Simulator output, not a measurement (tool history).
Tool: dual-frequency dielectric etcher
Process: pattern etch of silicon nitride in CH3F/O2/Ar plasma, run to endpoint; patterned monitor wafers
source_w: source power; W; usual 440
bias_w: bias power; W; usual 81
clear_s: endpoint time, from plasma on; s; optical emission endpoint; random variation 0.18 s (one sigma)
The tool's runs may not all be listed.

run	day	source_w	bias_w	wafers since the last listed run	hours since the last wet clean	hours since the last source power generator calibration	hours since the last bias power generator calibration	hours since the last upper electrode change	incoming incoming film thickness, nm	clear_s
1	0	440	81	0	247.1	2789.9	3410.6	1887.1	35.1	47
2	1.038	470	81	438	272	2814.8	3435.5	1912	34.9	45.8
3	1.9	470	81	364	292.7	2835.5	3456.2	1932.7	34.96	45.6
4	3.275	470	81	581	325.7	2868.5	3489.2	1965.7	34.93	45.3
5	4.567	440	81	545	356.7	2899.5	3520.2	1996.7	35.42	47
6	5.179	440	81	258	371.4	2914.2	3534.9	2011.4	35.27	46.7
# day 6.388: bias power generator calibrated
7	6.404	440	81	447	400.8	2943.6	0.4	2040.8	34.78	46.4
8	7.888	440	81	626	436.4	2979.2	36	2076.4	35.04	46.3
9	8.892	440	81	424	460.5	3003.3	60.1	2100.5	35.19	46.5
10	9.583	480	81	292	477.1	3019.9	76.7	2117.1	34.95	44.3
11	10.996	360	70	596	511	3053.8	110.6	2151	35.08	52.3
# day 11.546: source power generator calibrated
# day 13.246: wet clean of the chamber
12	13.267	440	81	466	0.5	41.3	165.1	2205.5	35.21	48
13	13.621	370	81	149	9	49.8	173.6	2214	34.76	50.6
# day 14.85: upper electrode replaced
14	14.871	440	81	105	39	79.8	203.6	0.5	34.82	47.5
15	15.183	480	71	132	46.5	87.3	211.1	8	34.84	48.7
16	15.742	440	88	235	59.9	100.7	224.5	21.4	34.75	45.8
17	16.95	520	73	510	88.9	129.7	253.5	50.4	34.94	46.6
18	17.488	400	100	227	101.8	142.6	266.4	63.3	34.88	44.5
19	18.729	530	81	524	131.6	172.4	296.2	93.1	34.76	43.9

What the log doesn't show, run by run:
source power that arrives over what is set, %: 0 in every run
bias power that arrives over what is set, %: 0 in every run
H1: etch rate over this chamber's usual, %
run	H1
1	2.11
2	2.35
3	2.54
4	2.85
5	3.14
6	3.27
7	3.55
8	3.88
9	4.1
10	4.26
11	4.58
12	0.213
13	0.292
14	0.572
15	0.642
16	0.767
17	1.04
18	1.16
19	1.44
